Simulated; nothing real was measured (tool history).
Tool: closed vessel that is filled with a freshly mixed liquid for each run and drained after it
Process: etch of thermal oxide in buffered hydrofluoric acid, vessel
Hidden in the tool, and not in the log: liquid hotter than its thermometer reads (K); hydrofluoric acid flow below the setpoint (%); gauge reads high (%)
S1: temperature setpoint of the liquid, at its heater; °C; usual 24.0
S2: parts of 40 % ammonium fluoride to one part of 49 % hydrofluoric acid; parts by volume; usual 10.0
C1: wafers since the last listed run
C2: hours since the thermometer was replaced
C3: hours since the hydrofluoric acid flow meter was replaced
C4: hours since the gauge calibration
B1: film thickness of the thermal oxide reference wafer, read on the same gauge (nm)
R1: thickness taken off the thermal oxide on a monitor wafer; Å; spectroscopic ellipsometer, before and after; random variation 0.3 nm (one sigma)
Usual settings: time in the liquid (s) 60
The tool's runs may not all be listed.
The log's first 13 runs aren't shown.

-- hour=308.3 thermometer replaced
run 14 hour=320.5 | S1=24.0 S2=10.0 time_in_the_liquid_(s)=60 | C1=3917 C2=12.2 C3=1808.7 C4=749.3 | B1=29.98 | R1=671.7
run 15 hour=349.5 | S1=24.0 S2=10.0 time_in_the_liquid_(s)=60 | C1=4043 C2=41.2 C3=1837.7 C4=778.3 | B1=29.98 | R1=672.1
run 16 hour=447.3 | S1=24.0 S2=10.0 time_in_the_liquid_(s)=60 | C1=13634 C2=139.0 C3=1935.5 C4=876.1 | B1=30.01 | R1=680.5
run 17 hour=478.2 | S1=24.0 S2=10.0 time_in_the_liquid_(s)=60 | C1=4307 C2=169.9 C3=1966.4 C4=907.0 | B1=30.00 | R1=672.7
-- hour=483.8 gauge calibrated
run 18 hour=508.5 | S1=19.5 S2=13.0 time_in_the_liquid_(s)=45 | C1=4224 C2=200.2 C3=1996.7 C4=24.7 | B1=30.00 | R1=306.0
run 19 hour=536.2 | S1=28.0 S2=11.5 time_in_the_liquid_(s)=75 | C1=3861 C2=227.9 C3=2024.4 C4=52.4 | B1=29.99 | R1=919.3
run 20 hour=554.8 | S1=27.0 S2=10.0 time_in_the_liquid_(s)=70 | C1=2593 C2=246.5 C3=2043.0 C4=71.0 | B1=29.99 | R1=924.3
run 21 hour=567.6 | S1=25.5 S2=10.0 time_in_the_liquid_(s)=60 | C1=1784 C2=259.3 C3=2055.8 C4=83.8 | B1=30.00 | R1=732.7
run 22 hour=590.5 | S1=27.5 S2=11.5 time_in_the_liquid_(s)=30 | C1=3192 C2=282.2 C3=2078.7 C4=106.7 | B1=29.96 | R1=354.7

Run 23 comes next. What will it give?
run 23 hour=609.4 | S1=24.0 S2=12.0 time_in_the_liquid_(s)=75 | C1=2634 C2=301.1 C3=2097.6 C4=125.6 | B1=? | R1=?

Run 23 gave B1 29.99, R1 712.2 Å.
Without the tool's hidden state the same run would have given R1 703.4 Å.
